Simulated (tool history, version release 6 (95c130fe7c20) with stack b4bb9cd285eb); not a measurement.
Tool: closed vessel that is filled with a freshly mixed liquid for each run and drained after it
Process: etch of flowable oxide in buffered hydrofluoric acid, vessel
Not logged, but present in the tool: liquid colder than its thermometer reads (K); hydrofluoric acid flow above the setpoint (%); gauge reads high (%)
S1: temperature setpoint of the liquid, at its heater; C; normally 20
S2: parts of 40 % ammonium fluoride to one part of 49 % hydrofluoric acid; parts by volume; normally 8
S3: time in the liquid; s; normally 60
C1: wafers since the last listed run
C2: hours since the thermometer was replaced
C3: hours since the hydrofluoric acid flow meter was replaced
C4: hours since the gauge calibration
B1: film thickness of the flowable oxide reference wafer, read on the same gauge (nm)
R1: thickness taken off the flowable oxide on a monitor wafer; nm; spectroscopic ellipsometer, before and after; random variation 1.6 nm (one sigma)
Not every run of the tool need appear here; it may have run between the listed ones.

{"run": 1, "hour": 0.0, "S1": 20, "S2": 9, "S3": 60, "C1": 0, "C2": 1735.1, "C3": 365.4, "C4": 108.9, "B1": 39.98, "R1": 171.23}
{"run": 2, "hour": 9.2, "S1": 20, "S2": 8, "S3": 80, "C1": 1169, "C2": 1744.3, "C3": 374.6, "C4": 118.1, "B1": 40, "R1": 256.55}
{"hour": 9.7, "done": "gauge calibrated"}
{"run": 3, "hour": 24.8, "S1": 20, "S2": 8, "S3": 60, "C1": 1983, "C2": 1759.9, "C3": 390.2, "C4": 15.1, "B1": 39.97, "R1": 193.46}
{"run": 4, "hour": 40.9, "S1": 20, "S2": 8, "S3": 60, "C1": 2047, "C2": 1776, "C3": 406.3, "C4": 31.2, "B1": 39.99, "R1": 198.4}
{"run": 5, "hour": 57.9, "S1": 20, "S2": 8, "S3": 60, "C1": 2161, "C2": 1793, "C3": 423.3, "C4": 48.2, "B1": 40, "R1": 196.22}
{"run": 6, "hour": 69.8, "S1": 20, "S2": 8, "S3": 60, "C1": 1513, "C2": 1804.9, "C3": 435.2, "C4": 60.1, "B1": 40.03, "R1": 195.47}
{"hour": 75.3, "done": "thermometer replaced"}
{"run": 7, "hour": 84.0, "S1": 20, "S2": 8, "S3": 70, "C1": 1678, "C2": 8.7, "C3": 449.4, "C4": 74.3, "B1": 39.99, "R1": 227.8}
{"run": 8, "hour": 100.7, "S1": 20, "S2": 8, "S3": 70, "C1": 2123, "C2": 25.4, "C3": 466.1, "C4": 91, "B1": 40.01, "R1": 226.44}
{"run": 9, "hour": 111.2, "S1": 20, "S2": 10.5, "S3": 60, "C1": 1335, "C2": 35.9, "C3": 476.6, "C4": 101.5, "B1": 40, "R1": 152.49}
{"hour": 123.6, "done": "gauge calibrated"}
{"run": 10, "hour": 127.4, "S1": 17.5, "S2": 5.5, "S3": 40, "C1": 2060, "C2": 52.1, "C3": 492.8, "C4": 3.8, "B1": 40.02, "R1": 158.12}
{"run": 11, "hour": 140.0, "S1": 20, "S2": 8, "S3": 60, "C1": 1602, "C2": 64.7, "C3": 505.4, "C4": 16.4, "B1": 39.99, "R1": 193.03}
{"run": 12, "hour": 150.5, "S1": 24, "S2": 10.5, "S3": 40, "C1": 1335, "C2": 75.2, "C3": 515.9, "C4": 26.9, "B1": 40.03, "R1": 126.47}
{"hour": 164.5, "done": "hydrofluoric acid flow meter replaced"}
{"run": 13, "hour": 168.8, "S1": 20, "S2": 8, "S3": 60, "C1": 2200, "C2": 93.5, "C3": 4.3, "C4": 45.2, "B1": 39.97, "R1": 195.22}
{"run": 14, "hour": 186.4, "S1": 20, "S2": 8, "S3": 60, "C1": 2238, "C2": 111.1, "C3": 21.9, "C4": 62.8, "B1": 40, "R1": 197.25}
{"run": 15, "hour": 196.1, "S1": 25, "S2": 6, "S3": 30, "C1": 1233, "C2": 120.8, "C3": 31.6, "C4": 72.5, "B1": 39.96, "R1": 169.57}
{"run": 16, "hour": 213.6, "S1": 23.5, "S2": 7, "S3": 60, "C1": 2225, "C2": 138.3, "C3": 49.1, "C4": 90, "B1": 40.01, "R1": 271}
{"run": 17, "hour": 221.0, "S1": 18, "S2": 10, "S3": 50, "C1": 941, "C2": 145.7, "C3": 56.5, "C4": 97.4, "B1": 40.01, "R1": 119.97}

Forecast each of these 4 alternatives for the next run:
{"run": "A", "hour": 221.7, "S1": 20, "S2": 8, "S3": 60, "C1": 89, "C2": 146.4, "C3": 57.2, "C4": 98.1, "B1": "?", "R1": "?"}
{"run": "B", "hour": 221.7, "S1": 24, "S2": 8, "S3": 30, "C1": 89, "C2": 146.4, "C3": 57.2, "C4": 98.1, "B1": "?", "R1": "?"}
{"run": "C", "hour": 221.7, "S1": 17, "S2": 8, "S3": 60, "C1": 89, "C2": 146.4, "C3": 57.2, "C4": 98.1, "B1": "?", "R1": "?"}
{"run": "D", "hour": 221.7, "S1": 18, "S2": 6.5, "S3": 40, "C1": 89, "C2": 146.4, "C3": 57.2, "C4": 98.1, "B1": "?", "R1": "?"}

run=A B1=39.95 R1=192.36
run=B B1=39.95 R1=119.95
run=C B1=39.95 R1=162.37
run=D B1=39.95 R1=141.19
Take away the tool's hidden state, keep each run's random variation, and the runs would have read:
run=A R1=192.36
run=B R1=119.95
run=C R1=162.37
run=D R1=141.19
